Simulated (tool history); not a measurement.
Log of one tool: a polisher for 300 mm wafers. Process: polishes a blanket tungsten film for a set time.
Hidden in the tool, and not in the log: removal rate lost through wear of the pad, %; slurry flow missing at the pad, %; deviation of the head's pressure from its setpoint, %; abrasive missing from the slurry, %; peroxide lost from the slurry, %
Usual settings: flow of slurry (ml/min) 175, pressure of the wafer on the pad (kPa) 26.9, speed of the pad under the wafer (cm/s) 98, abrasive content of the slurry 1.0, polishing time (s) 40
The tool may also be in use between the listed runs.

run,hour,flow of slurry (ml/min),pressure of the wafer on the pad (kPa),speed of the pad under the wafer (cm/s),abrasive content of the slurry,polishing time (s),wafers since the last listed run,wafers polished on this pad,hours since the slurry nozzle was cleaned,hours since the head pressure was calibrated,hours since the slurry blender was calibrated,hours since the slurry got fresh peroxide,"incoming thickness of the incoming film, nm",film removed (nm)
1,0.0,175,26.9,98,1.0,40,0,5614,256.7,1.3,342.1,192.9,1577.5,148.7
# hour 74.6: worn pad replaced by a new one
# hour 132.7: slurry blender recalibrated
# hour 143.8: slurry nozzle cleaned
2,213.0,175,26.9,98,1.0,40,3172,2084,69.2,214.3,80.3,405.9,1590.6,160.5
# hour 258.3: slurry tank refilled with fresh slurry and peroxide
3,288.8,175,26.9,98,1.0,40,1152,3236,145.0,290.1,156.1,30.5,1581.6,155.6
4,381.4,175,26.9,98,1.0,40,1426,4662,237.6,382.7,248.7,123.1,1582.8,151.4
5,461.5,175,26.9,98,1.0,40,1233,5896,317.7,462.8,328.8,203.2,1571.8,151.4
# hour 480.3: worn pad replaced by a new one
6,523.9,175,26.9,98,1.0,40,899,671,380.1,525.2,391.2,265.6,1586.6,148.3
# hour 577.8: slurry blender recalibrated
7,588.8,175,26.9,98,1.0,40,968,1640,445.0,590.1,11.0,330.5,1562.9,159.7
# hour 619.5: slurry nozzle cleaned
8,656.0,175,26.9,98,1.0,40,1019,2659,36.5,657.3,78.2,397.7,1569.9,157.8
# hour 704.9: slurry tank refilled with fresh slurry and peroxide
# hour 866.8: worn pad replaced by a new one
9,946.9,175,26.9,98,1.0,40,4403,1234,327.4,948.2,369.1,242.0,1602.0,148.9
# hour 1019.2: slurry blender recalibrated
# hour 1021.3: head pressure recalibrated
10,1048.7,175,26.9,98,1.0,40,1506,2740,429.2,27.4,29.5,343.8,1587.2,163.3
# hour 1090.5: slurry nozzle cleaned
11,1096.0,175,26.9,98,1.0,40,713,3453,5.5,74.7,76.8,391.1,1586.1,157.5
# hour 1174.5: slurry tank refilled with fresh slurry and peroxide
12,1197.4,175,26.9,98,1.0,40,1546,4999,106.9,176.1,178.2,22.9,1595.4,155.4
13,1281.3,230,26.9,98,1.0,40,1292,6291,190.8,260.0,262.1,106.8,1579.0,160.5
# hour 1288.1: worn pad replaced by a new one
14,1380.6,175,26.9,72,1.0,28,1467,1424,290.1,359.3,361.4,206.1,1572.2,85.0
# hour 1409.1: slurry blender recalibrated
15,1481.3,175,26.9,98,1.0,40,1520,2944,390.8,460.0,72.2,306.8,1551.6,162.9
# hour 1555.7: slurry nozzle cleaned
16,1587.2,175,26.9,106,1.0,26,1615,4560,31.5,565.9,178.1,412.7,1549.3,106.0
# hour 1624.0: slurry tank refilled with fresh slurry and peroxide
17,1672.6,175,26.9,114,1.0,40,1299,5860,116.9,651.3,263.5,48.6,1581.6,175.0
# hour 1690.9: worn pad replaced by a new one
18,1762.9,175,21.4,78,1.0,32,1329,1109,207.2,741.6,353.8,138.9,1585.4,81.9
# hour 1813.6: slurry blender recalibrated
19,1831.5,235,26.9,98,1.0,29,1025,2134,275.8,810.2,17.9,207.5,1566.0,119.7
20,1905.4,175,34.5,124,1.2,40,1138,3272,349.7,884.1,91.8,281.4,1573.4,261.6
21,1952.4,175,26.9,98,1.0,40,723,3996,396.7,931.1,138.8,328.4,1608.7,154.8
22,2013.8,125,26.9,76,1.2,52,945,4942,458.1,992.5,200.2,389.8,1587.7,165.4
# hour 2028.6: slurry tank refilled with fresh slurry and peroxide
# hour 2040.9: slurry nozzle cleaned
# hour 2072.5: worn pad replaced by a new one
23,2078.4,155,26.9,120,1.0,40,902,90,37.5,1057.1,264.8,49.8,1567.6,178.2
24,2145.2,210,35.2,68,1.0,34,1028,1119,104.3,1123.9,331.6,116.6,1573.6,129.2
25,2198.5,175,31.7,98,0.7,34,820,1940,157.6,1177.2,384.9,169.9,1594.0,143.9

The tool's hidden state at each run:
removal rate lost through wear of the pad, %: 0 in every run
slurry flow missing at the pad, %: 0 in every run
deviation of the head's pressure from its setpoint, %: 0 in every run
peroxide lost from the slurry, %: 0 in every run
H1: abrasive missing from the slurry, %
run,H1
1,31.4
2,8.95
3,15
4,22.4
5,28.7
6,33.7
7,5.53
8,10.9
9,34
10,3.1
11,6.87
12,14.9
13,21.6
14,29.5
15,6.22
16,14.7
17,21.5
18,28.6
19,3.74
20,9.62
21,13.4
22,18.3
23,23.4
24,28.7
25,33
